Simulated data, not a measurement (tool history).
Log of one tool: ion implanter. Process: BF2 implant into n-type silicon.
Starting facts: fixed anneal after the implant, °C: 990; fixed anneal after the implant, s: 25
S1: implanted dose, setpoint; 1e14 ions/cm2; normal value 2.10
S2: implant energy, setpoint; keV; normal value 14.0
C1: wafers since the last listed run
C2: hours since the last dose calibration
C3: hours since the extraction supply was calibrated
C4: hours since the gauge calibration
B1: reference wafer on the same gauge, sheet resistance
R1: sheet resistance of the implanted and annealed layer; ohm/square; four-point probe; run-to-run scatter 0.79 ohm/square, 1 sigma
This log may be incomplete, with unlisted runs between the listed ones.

Run 1, hour 0.0: usual settings but S2 16.5 keV; C1 0; C2 683.3; C3 6063.2; C4 83.5; B1 603.78. Result: R1 507.16 ohm/square.
Run 2, hour 11.8: usual settings; C1 159; C2 695.1; C3 6075.0; C4 95.3; B1 603.75. Result: R1 519.45 ohm/square.
Run 3, hour 27.6: usual settings; C1 213; C2 710.9; C3 6090.8; C4 111.1; B1 604.41. Result: R1 519.08 ohm/square.
Run 4, hour 45.5: usual settings but S1 2.33 1e14 ions/cm2, S2 15.5 keV; C1 242; C2 728.8; C3 6108.7; C4 129.0; B1 604.22. Result: R1 468.39 ohm/square.
Run 5, hour 59.3: usual settings but S1 2.33 1e14 ions/cm2, S2 15.5 keV; C1 186; C2 742.6; C3 6122.5; C4 142.8; B1 603.93. Result: R1 466.14 ohm/square.
Run 6, hour 71.1: usual settings but S1 2.33 1e14 ions/cm2, S2 15.5 keV; C1 159; C2 754.4; C3 6134.3; C4 154.6; B1 603.89. Result: R1 468.90 ohm/square.
Run 7, hour 88.7: usual settings but S1 1.85 1e14 ions/cm2, S2 11.0 keV; C1 238; C2 772.0; C3 6151.9; C4 172.2; B1 603.95. Result: R1 598.23 ohm/square.
Run 8, hour 106.0: usual settings but S1 1.85 1e14 ions/cm2, S2 11.0 keV; C1 234; C2 789.3; C3 6169.2; C4 189.5; B1 604.15. Result: R1 596.76 ohm/square.
Run 9, hour 112.3: usual settings but S1 1.80 1e14 ions/cm2; C1 85; C2 795.6; C3 6175.5; C4 195.8; B1 604.22. Result: R1 589.15 ohm/square.
Run 10, hour 129.1: usual settings but S1 1.80 1e14 ions/cm2; C1 227; C2 812.4; C3 6192.3; C4 212.6; B1 604.29. Result: R1 591.43 ohm/square.
Run 11, hour 136.3: usual settings but S1 2.45 1e14 ions/cm2, S2 15.0 keV; C1 97; C2 819.6; C3 6199.5; C4 219.8; B1 604.29. Result: R1 449.30 ohm/square.
Run 12, hour 150.5: usual settings but S1 2.45 1e14 ions/cm2, S2 15.0 keV; C1 192; C2 833.8; C3 6213.7; C4 234.0; B1 603.90. Result: R1 449.08 ohm/square.
At hour 163.9: gauge calibrated.
Run 13, hour 165.1: usual settings; C1 197; C2 848.4; C3 6228.3; C4 1.2; B1 603.46. Result: R1 516.46 ohm/square.
Run 14, hour 182.4: usual settings; C1 234; C2 865.7; C3 6245.6; C4 18.5; B1 603.79. Result: R1 517.48 ohm/square.
Run 15, hour 191.7: usual settings; C1 125; C2 875.0; C3 6254.9; C4 27.8; B1 604.09. Result: R1 516.06 ohm/square.
Run 16, hour 208.2: usual settings but S1 2.33 1e14 ions/cm2; C1 223; C2 891.5; C3 6271.4; C4 44.3; B1 603.95. Result: R1 473.86 ohm/square.
Run 17, hour 214.4: usual settings but S2 16.0 keV; C1 83; C2 897.7; C3 6277.6; C4 50.5; B1 604.10. Result: R1 505.40 ohm/square.
Run 18, hour 230.6: usual settings but S1 2.30 1e14 ions/cm2, S2 15.5 keV; C1 219; C2 913.9; C3 6293.8; C4 66.7; B1 603.91. Result: R1 471.22 ohm/square.
Run 19, hour 239.1: usual settings but S1 2.36 1e14 ions/cm2; C1 115; C2 922.4; C3 6302.3; C4 75.2; B1 603.71. Result: R1 467.11 ohm/square.
Run 20, hour 247.6: usual settings; C1 115; C2 930.9; C3 6310.8; C4 83.7; B1 604.30. Result: R1 515.82 ohm/square.
Run 21, hour 261.5: usual settings but S1 1.75 1e14 ions/cm2, S2 12.0 keV; C1 188; C2 944.8; C3 6324.7; C4 97.6; B1 603.89. Result: R1 616.17 ohm/square.
At hour 279.2: Faraday cup replaced and dose calibrated.
Run 22, hour 279.7: usual settings but S2 17.0 keV; C1 138; C2 0.5; C3 6342.9; C4 115.8; B1 604.24. Result: R1 510.06 ohm/square.
Run 23, hour 284.1: usual settings but S2 12.0 keV; C1 59; C2 4.9; C3 6347.3; C4 120.2; B1 603.72. Result: R1 535.15 ohm/square.
Run 24, hour 293.7: usual settings but S1 1.92 1e14 ions/cm2; C1 130; C2 14.5; C3 6356.9; C4 129.8; B1 603.96. Result: R1 563.53 ohm/square.
Run 25, hour 306.8: usual settings but S1 1.73 1e14 ions/cm2, S2 16.0 keV; C1 177; C2 27.6; C3 6370.0; C4 142.9; B1 604.21. Result: R1 607.81 ohm/square.
Run 26, hour 315.1: usual settings but S2 16.0 keV; C1 112; C2 35.9; C3 6378.3; C4 151.2; B1 603.78. Result: R1 514.13 ohm/square.

Predict the results of run 27:
At hour 332.9: extraction supply calibrated.
Run 27, hour 333.4: usual settings; C1 139; C2 54.2; C3 0.5; C4 169.5; B1 ?. Result: R1 ?.

Run 27 measured B1 604.11, R1 522.90 ohm/square.
With no hidden state in the tool, this same run would have given R1 523.09 ohm/square.

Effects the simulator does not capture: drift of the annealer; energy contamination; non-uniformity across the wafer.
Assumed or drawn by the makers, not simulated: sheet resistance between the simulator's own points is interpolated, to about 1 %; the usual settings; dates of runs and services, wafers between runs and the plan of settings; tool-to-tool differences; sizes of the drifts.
